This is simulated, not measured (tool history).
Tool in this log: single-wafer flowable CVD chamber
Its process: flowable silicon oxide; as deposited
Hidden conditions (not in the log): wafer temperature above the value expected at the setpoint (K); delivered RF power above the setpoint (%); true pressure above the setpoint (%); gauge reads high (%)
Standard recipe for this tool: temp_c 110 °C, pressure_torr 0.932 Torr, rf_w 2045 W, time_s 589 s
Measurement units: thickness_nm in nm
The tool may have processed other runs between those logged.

run,hour,temp_c,pressure_torr,rf_w,time_s,wafers since the last listed run,hours since the last thermocouple change,hours since the last RF generator calibration,hours since the last manometer calibration,hours since the showerhead was replaced,hours since the gauge calibration,"read-back reference wafer on the same gauge, thickness_nm",thickness_nm
1,0.0,110,0.932,2045,650,0,1049.1,976.5,276.2,2371.9,4498.0,347.003,372.614
# hour 28.9: gauge calibrated
2,83.3,110,0.932,1875,589,301,1132.4,1059.8,359.5,2455.2,54.4,346.804,328.952
3,125.3,110,0.932,2045,589,152,1174.4,1101.8,401.5,2497.2,96.4,346.570,338.033
4,190.6,110,0.932,1805,656,236,1239.7,1167.1,466.8,2562.5,161.7,347.392,365.057
5,270.7,101,0.932,2045,589,290,1319.8,1247.2,546.9,2642.6,241.8,346.795,441.372
# hour 290.0: RF generator calibrated
6,321.7,110,0.932,2045,589,155,1370.8,31.7,597.9,2693.6,292.8,346.993,337.084
7,362.6,110,0.932,1690,684,148,1411.7,72.6,638.8,2734.5,333.7,346.773,372.942
8,415.6,110,0.932,2045,589,192,1464.7,125.6,691.8,2787.5,386.7,346.812,339.696
9,458.3,110,0.932,1775,589,154,1507.4,168.3,734.5,2830.2,429.4,346.999,327.151
10,535.5,122,0.932,2045,589,279,1584.6,245.5,811.7,2907.4,506.6,346.689,244.459
11,603.8,102,0.932,2045,632,247,1652.9,313.8,880.0,2975.7,574.9,346.724,459.509
# hour 668.9: showerhead replaced
12,669.4,110,1.149,1780,589,208,1718.5,379.4,945.6,0.5,640.5,347.338,403.374
# hour 812.2: thermocouple changed; heater temperature recalibrated
# hour 856.7: capacitance manometer re-zeroed and calibrated
13,884.1,110,0.932,2225,514,720,71.9,594.1,27.4,215.2,855.2,347.260,296.306
14,945.4,110,0.932,2045,589,222,133.2,655.4,88.7,276.5,916.5,346.980,335.536
15,1010.5,110,0.932,2045,589,235,198.3,720.5,153.8,341.6,981.6,347.207,334.848
16,1084.4,117,0.932,2045,589,267,272.2,794.4,227.7,415.5,1055.5,347.218,276.211
17,1134.5,121,0.825,2045,589,181,322.3,844.5,277.8,465.6,1105.6,347.035,220.132
18,1199.3,110,0.992,2045,551,234,387.1,909.3,342.6,530.4,1170.4,347.169,336.599
19,1294.0,100,0.932,2045,661,343,481.8,1004.0,437.3,625.1,1265.1,346.907,507.728
20,1340.4,110,0.932,2045,589,168,528.2,1050.4,483.7,671.5,1311.5,347.208,336.288
21,1427.5,110,0.699,2045,589,315,615.3,1137.5,570.8,758.6,1398.6,346.763,251.101
22,1514.7,121,0.860,2370,683,316,702.5,1224.7,658.0,845.8,1485.8,346.956,273.175
23,1615.7,124,0.932,2045,476,366,803.5,1325.7,759.0,946.8,1586.8,346.880,186.855
24,1677.3,105,0.932,1740,589,223,865.1,1387.3,820.6,1008.4,1648.4,347.106,372.263

Run 25, settings as shown, results not yet in. Your forecast:
# hour 1690.7: RF generator calibrated
25,1766.1,110,0.708,2045,589,292,953.9,75.4,909.4,1097.2,1737.2,?,?

{"run 25": {"read-back reference wafer on the same gauge, thickness_nm": 346.742, "thickness_nm": 256.087}}
Minus the tool's unlogged condition, the same run would have read thickness_nm 251.184 nm.
